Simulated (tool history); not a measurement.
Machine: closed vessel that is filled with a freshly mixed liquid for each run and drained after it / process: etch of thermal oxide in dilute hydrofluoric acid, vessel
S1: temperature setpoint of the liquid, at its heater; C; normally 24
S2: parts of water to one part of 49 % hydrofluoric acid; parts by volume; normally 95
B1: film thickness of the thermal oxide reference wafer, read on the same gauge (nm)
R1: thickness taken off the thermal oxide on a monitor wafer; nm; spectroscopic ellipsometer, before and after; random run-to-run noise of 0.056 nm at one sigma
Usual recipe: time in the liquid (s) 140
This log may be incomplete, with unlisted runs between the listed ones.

Run 1, day 0: usual settings but time in the liquid (s) 180; B1 40.01. Result: R1 9.39 nm.
Run 2, day 2.125: usual settings; B1 40. Result: R1 7.29 nm.
Run 3, day 5.1: usual settings; B1 40.03. Result: R1 7.19 nm.
Run 4, day 8.612: usual settings; B1 40.06. Result: R1 7.23 nm.
Run 5, day 11.9: usual settings but S2 115 parts by volume, time in the liquid (s) 75; B1 40.01. Result: R1 3.1 nm.
At day 12.829: thermometer replaced.
Run 6, day 14.325: usual settings; B1 39.98. Result: R1 7.45 nm.
Run 7, day 15.942: usual settings; B1 39.99. Result: R1 7.51 nm.
Run 8, day 20.067: usual settings but time in the liquid (s) 165; B1 39.99. Result: R1 8.68 nm.
Run 9, day 24.275: usual settings; B1 40.07. Result: R1 7.4 nm.
Run 10, day 28.021: usual settings; B1 40.02. Result: R1 7.31 nm.
Run 11, day 30.221: usual settings; B1 39.98. Result: R1 7.26 nm.
At day 33.138: thermometer replaced.
Run 12, day 33.75: usual settings but S2 140 parts by volume, time in the liquid (s) 85; B1 39.99. Result: R1 2.97 nm.
Run 13, day 36.138: usual settings but S2 75 parts by volume; B1 39.95. Result: R1 9.74 nm.
At day 39.021: hydrofluoric acid flow meter replaced.
Run 14, day 39.042: usual settings but S1 29 C; B1 40. Result: R1 8.6 nm.
At day 40.154: gauge calibrated.
Run 15, day 41.117: usual settings but S2 80 parts by volume, time in the liquid (s) 180; B1 39.94. Result: R1 10.97 nm.
Run 16, day 44.617: usual settings but time in the liquid (s) 210; B1 40.03. Result: R1 10.37 nm.
Run 17, day 48.125: usual settings; B1 40.01. Result: R1 7.04 nm.
At day 54.892: thermometer replaced.
Run 18, day 61.5: usual settings but S2 80 parts by volume; B1 39.99. Result: R1 8.58 nm.
Run 19, day 63.246: usual settings but time in the liquid (s) 190; B1 40.02. Result: R1 9.59 nm.
Run 20, day 64.875: usual settings but S1 25.5 C, S2 125 parts by volume, time in the liquid (s) 170; B1 40.02. Result: R1 6.68 nm.
Run 21, day 68.088: usual settings but time in the liquid (s) 210; B1 39.99. Result: R1 10.47 nm.
Run 22, day 71.767: usual settings but S1 19.5 C, S2 115 parts by volume; B1 40.04. Result: R1 4.68 nm.

What will run 23 give?
Run 23, day 73.542: usual settings but S1 20 C, S2 135 parts by volume, time in the liquid (s) 100; B1 ?. Result: R1 ?.

Run 23 produced B1 40.02, R1 2.86 nm.
On a tool with no hidden condition, and with the same random variation, this run would have come out at R1 2.93 nm.
